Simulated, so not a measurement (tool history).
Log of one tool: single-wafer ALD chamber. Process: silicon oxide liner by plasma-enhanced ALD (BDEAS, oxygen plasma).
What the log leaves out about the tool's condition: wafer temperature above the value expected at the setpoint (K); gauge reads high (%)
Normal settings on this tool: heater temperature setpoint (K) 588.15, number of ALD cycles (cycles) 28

run	hour	heater temperature setpoint (K)	number of ALD cycles (cycles)	wafers since the last listed run	hours since the last thermocouple change	hours since the gauge calibration	read-back reference wafer on the same gauge, thickness_nm	mean film thickness on the monitor wafer (nm)
1	0.0	588.15	29	0	356.2	1613.1	2.153	2.740
2	62.9	588.15	26	736	419.1	1676.0	2.154	2.456
3	158.6	588.15	26	1119	514.8	1771.7	2.155	2.453
4	200.9	588.15	26	495	557.1	1814.0	2.154	2.450
5	281.1	588.15	25	938	637.3	1894.2	2.154	2.363
6	356.8	588.15	25	885	713.0	1969.9	2.156	2.358
7	402.1	592.15	32	530	758.3	2015.2	2.156	3.019
8	501.4	592.15	32	1162	857.6	2114.5	2.157	3.006
9	572.7	584.15	28	834	928.9	2185.8	2.156	2.662
# hour 612.8: gauge calibrated
10	659.5	584.15	28	1015	1015.7	46.7	2.100	2.598
# hour 669.7: thermocouple changed; heater temperature recalibrated
11	721.4	584.15	28	630	51.7	108.6	2.107	2.598
12	760.7	581.15	28	459	91.0	147.9	2.107	2.612
13	848.5	588.15	34	1027	178.8	235.7	2.114	3.153
14	924.6	598.15	33	890	254.9	311.8	2.118	3.029
15	1009.7	599.15	25	995	340.0	396.9	2.121	2.288
16	1063.3	584.15	28	627	393.6	450.5	2.124	2.615
17	1154.9	576.15	29	1071	485.2	542.1	2.127	2.744
18	1195.5	598.15	33	475	525.8	582.7	2.128	3.039
19	1298.0	584.15	30	1199	628.3	685.2	2.131	2.810
20	1352.9	578.15	33	642	683.2	740.1	2.135	3.122
21	1395.8	588.15	28	502	726.1	783.0	2.135	2.627
22	1502.4	579.15	25	1247	832.7	889.6	2.137	2.358
23	1600.7	574.15	24	1150	931.0	987.9	2.139	2.293
24	1706.1	588.15	24	1233	1036.4	1093.3	2.142	2.245

Forecast each of these 3 alternatives for the next run:
A	1706.5	580.15	28	4	1036.8	1093.7	?	?
B	1706.5	603.15	25	4	1036.8	1093.7	?	?
C	1706.5	577.15	32	4	1036.8	1093.7	?	?

run	read-back reference wafer on the same gauge, thickness_nm	mean film thickness on the monitor wafer (nm)
A	2.142	2.652
B	2.142	2.300
C	2.142	3.042
The same runs, with their run-to-run variation unchanged, on a tool lacking any hidden condition would have given:
run	mean film thickness on the monitor wafer (nm)
A	2.601
B	2.256
C	2.983

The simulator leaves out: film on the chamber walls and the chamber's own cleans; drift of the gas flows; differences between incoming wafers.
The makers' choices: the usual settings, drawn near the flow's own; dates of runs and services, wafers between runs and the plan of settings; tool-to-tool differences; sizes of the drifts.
